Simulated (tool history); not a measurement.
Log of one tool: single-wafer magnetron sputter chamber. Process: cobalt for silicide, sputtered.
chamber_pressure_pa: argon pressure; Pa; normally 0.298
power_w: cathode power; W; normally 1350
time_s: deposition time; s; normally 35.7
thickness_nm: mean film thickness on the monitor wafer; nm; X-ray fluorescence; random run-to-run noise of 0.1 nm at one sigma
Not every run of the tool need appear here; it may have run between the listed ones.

run	hour	chamber_pressure_pa	power_w	time_s	wafers since the last listed run	wafers on the sputter target	hours since the last manometer calibration	hours since the magnet pack was replaced	hours since the gauge calibration	read-back reference wafer on the same gauge, thickness_nm	thickness_nm
1	0	0.298	1500	35.7	0	1368	1522	8914	502.6	28.681	27.163
2	30.9	0.298	1500	35.7	638	2007	1552.9	8944.9	533.5	28.7	26.752
3	44.5	0.298	1500	35.7	281	2288	1566.5	8958.5	547.1	28.685	26.825
4	63.4	0.244	1450	35.7	390	2679	1585.4	8977.4	566	28.7	26.143
5	77.1	0.244	1450	35.7	283	2962	1599.1	8991.1	579.7	28.709	26.436
# hour 98.8: sputter target and shields replaced
6	99.3	0.244	1450	35.7	293	10	1621.3	9013.3	601.9	28.704	26.899
7	108.7	0.298	1350	35.7	194	204	1630.7	9022.7	611.3	28.704	24.681
8	137.1	0.298	1350	35.7	587	791	1659.1	9051.1	639.7	28.696	24.342
9	167.8	0.298	1350	35.7	634	1426	1689.8	9081.8	670.4	28.704	24.25
10	180.8	0.298	1350	35.7	268	1695	1702.8	9094.8	683.4	28.714	24.279
11	213.3	0.298	1350	35.7	671	2367	1735.3	9127.3	715.9	28.711	24.068
12	244	0.329	1350	35.7	634	3002	1766	9158	746.6	28.7	23.863
# hour 253.5: sputter target and shields replaced
13	336.4	0.329	1350	35.7	1745	1713	1858.4	9250.4	839	28.684	24.04
# hour 360.8: magnet pack replaced
14	369.1	0.298	1350	35.7	510	2224	1891.1	8.3	871.7	28.706	24.211
15	394.5	0.298	1350	35.7	525	2749	1916.5	33.7	897.1	28.697	24.087
# hour 407.8: capacitance manometer re-zeroed and calibrated
16	411.8	0.255	1700	35.7	192	2941	4	51	914.4	28.687	30.131
# hour 420.7: sputter target and shields replaced
17	444.4	0.298	1350	35.7	508	489	36.6	83.6	947	28.691	24.578
18	473.2	0.298	1350	35.7	595	1085	65.4	112.4	975.8	28.696	24.356
19	502	0.23	1550	40.3	595	1680	94.2	141.2	1004.6	28.703	31.829
# hour 521.9: gauge calibrated
20	537.5	0.405	1350	35.7	733	2414	129.7	176.7	15.6	28.706	23.44
21	553.2	0.221	1500	40.9	324	2739	145.4	192.4	31.3	28.672	31.316
# hour 562.3: sputter target and shields replaced
22	586	0.298	1350	29.1	512	490	178.2	225.2	64.1	28.685	20.055
23	602.4	0.298	1350	35.7	339	829	194.6	241.6	80.5	28.71	24.468
24	636.4	0.219	1100	31.4	702	1532	228.6	275.6	114.5	28.697	18.182
25	655.3	0.216	1350	42.5	390	1922	247.5	294.5	133.4	28.667	29.815
26	672.1	0.298	1350	35.7	347	2270	264.3	311.3	150.2	28.71	24.136
27	703.5	0.407	1350	35.7	649	2919	295.7	342.7	181.6	28.7	23.22
# hour 732.2: sputter target and shields replaced
28	791.9	0.298	1250	31.6	1662	1234	384.1	431.1	270	28.723	20.071
29	805.2	0.368	1450	38	274	1509	397.4	444.4	283.3	28.699	27.031
30	831.3	0.209	1350	35.7	539	2049	423.5	470.5	309.4	28.72	25.111

5 ways to go on from here, each from the tool as it stands after run 30. What would each give?
A	831.7	0.298	1600	35.7	8	2057	423.9	470.9	309.8	?	?
B	831.7	0.218	1050	35.7	8	2057	423.9	470.9	309.8	?	?
C	831.7	0.267	1250	35.7	8	2057	423.9	470.9	309.8	?	?
D	831.7	0.253	1350	35.7	8	2057	423.9	470.9	309.8	?	?
E	831.7	0.298	1550	35.7	8	2057	423.9	470.9	309.8	?	?

run	read-back reference wafer on the same gauge, thickness_nm	thickness_nm
A	28.693	28.579
B	28.693	19.707
C	28.693	22.838
D	28.693	24.675
E	28.693	27.726
Take away the tool's hidden state, keep each run's random variation, and the runs would have read:
run	thickness_nm
A	29.084
B	20.055
C	23.242
D	25.112
E	28.216

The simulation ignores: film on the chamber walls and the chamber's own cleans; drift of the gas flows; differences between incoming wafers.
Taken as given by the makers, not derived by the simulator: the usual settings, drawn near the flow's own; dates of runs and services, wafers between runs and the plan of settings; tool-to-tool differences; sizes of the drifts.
